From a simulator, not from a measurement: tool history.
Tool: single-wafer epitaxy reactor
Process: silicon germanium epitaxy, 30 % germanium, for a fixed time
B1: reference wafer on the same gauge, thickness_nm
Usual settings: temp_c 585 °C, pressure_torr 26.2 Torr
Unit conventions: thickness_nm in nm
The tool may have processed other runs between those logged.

{"run": 1, "hour": 0.0, "temp_c": 585, "pressure_torr": 26.2, "B1": 48.628, "thickness_nm": 50.088}
{"run": 2, "hour": 7.4, "temp_c": 585, "pressure_torr": 26.2, "B1": 48.698, "thickness_nm": 50.415}
{"run": 3, "hour": 24.6, "temp_c": 585, "pressure_torr": 26.2, "B1": 48.747, "thickness_nm": 50.108}
{"run": 4, "hour": 40.3, "temp_c": 576, "pressure_torr": 26.2, "B1": 48.641, "thickness_nm": 43.361}
{"run": 5, "hour": 53.6, "temp_c": 576, "pressure_torr": 26.2, "B1": 48.724, "thickness_nm": 42.91}
{"run": 6, "hour": 62.9, "temp_c": 576, "pressure_torr": 26.2, "B1": 48.835, "thickness_nm": 42.842}
{"run": 7, "hour": 72.8, "temp_c": 585, "pressure_torr": 27.8, "B1": 48.693, "thickness_nm": 51.621}
{"run": 8, "hour": 83.9, "temp_c": 585, "pressure_torr": 26.2, "B1": 48.876, "thickness_nm": 50.33}
{"run": 9, "hour": 95.2, "temp_c": 585, "pressure_torr": 26.2, "B1": 48.688, "thickness_nm": 50.283}
{"hour": 133.1, "done": "capacitance manometer re-zeroed and calibrated"}
{"run": 10, "hour": 133.6, "temp_c": 585, "pressure_torr": 24.5, "B1": 48.708, "thickness_nm": 48.668}
{"run": 11, "hour": 144.9, "temp_c": 585, "pressure_torr": 26.2, "B1": 48.708, "thickness_nm": 49.83}
{"hour": 161.1, "done": "showerhead replaced"}
{"run": 12, "hour": 161.6, "temp_c": 585, "pressure_torr": 26.2, "B1": 48.76, "thickness_nm": 50.199}
{"hour": 168.4, "done": "gauge calibrated"}
{"run": 13, "hour": 169.9, "temp_c": 585, "pressure_torr": 26.2, "B1": 48.535, "thickness_nm": 50.399}
{"run": 14, "hour": 177.2, "temp_c": 585, "pressure_torr": 26.2, "B1": 48.835, "thickness_nm": 50.657}
{"run": 15, "hour": 191.9, "temp_c": 585, "pressure_torr": 32.1, "B1": 48.646, "thickness_nm": 55.475}
{"run": 16, "hour": 203.9, "temp_c": 585, "pressure_torr": 28.9, "B1": 48.668, "thickness_nm": 53.086}
{"run": 17, "hour": 216.0, "temp_c": 592, "pressure_torr": 32.6, "B1": 48.876, "thickness_nm": 63.272}
{"hour": 225.5, "done": "pyrometer calibrated"}
{"run": 18, "hour": 226.8, "temp_c": 591, "pressure_torr": 21.7, "B1": 48.689, "thickness_nm": 50.929}
{"run": 19, "hour": 236.8, "temp_c": 597, "pressure_torr": 20.1, "B1": 48.69, "thickness_nm": 53.962}
{"run": 20, "hour": 246.4, "temp_c": 592, "pressure_torr": 26.2, "B1": 48.722, "thickness_nm": 56.723}
{"run": 21, "hour": 262.6, "temp_c": 597, "pressure_torr": 29.7, "B1": 48.851, "thickness_nm": 65.168}
{"run": 22, "hour": 276.9, "temp_c": 572, "pressure_torr": 22.7, "B1": 48.781, "thickness_nm": 37.272}
{"run": 23, "hour": 288.8, "temp_c": 575, "pressure_torr": 26.2, "B1": 48.632, "thickness_nm": 41.763}
{"run": 24, "hour": 304.4, "temp_c": 585, "pressure_torr": 26.2, "B1": 48.813, "thickness_nm": 50.114}
{"run": 25, "hour": 315.4, "temp_c": 577, "pressure_torr": 31.6, "B1": 48.55, "thickness_nm": 47.605}
{"run": 26, "hour": 327.1, "temp_c": 585, "pressure_torr": 20.1, "B1": 48.704, "thickness_nm": 43.298}
{"run": 27, "hour": 336.7, "temp_c": 585, "pressure_torr": 26.2, "B1": 48.783, "thickness_nm": 49.834}

Predict each of these 3 candidate next runs independently; none follows another, all start after run 27:
{"run": "A", "hour": 337.1, "temp_c": 585, "pressure_torr": 26.2, "B1": "?", "thickness_nm": "?"}
{"run": "B", "hour": 337.1, "temp_c": 594, "pressure_torr": 23.3, "B1": "?", "thickness_nm": "?"}
{"run": "C", "hour": 337.1, "temp_c": 592, "pressure_torr": 30.8, "B1": "?", "thickness_nm": "?"}

run=A B1=48.661 thickness_nm=49.744
run=B B1=48.661 thickness_nm=54.655
run=C B1=48.661 thickness_nm=60.759
Without the tool's unlogged condition, the same runs would have read:
run=A thickness_nm=49.744
run=B thickness_nm=54.655
run=C thickness_nm=60.759
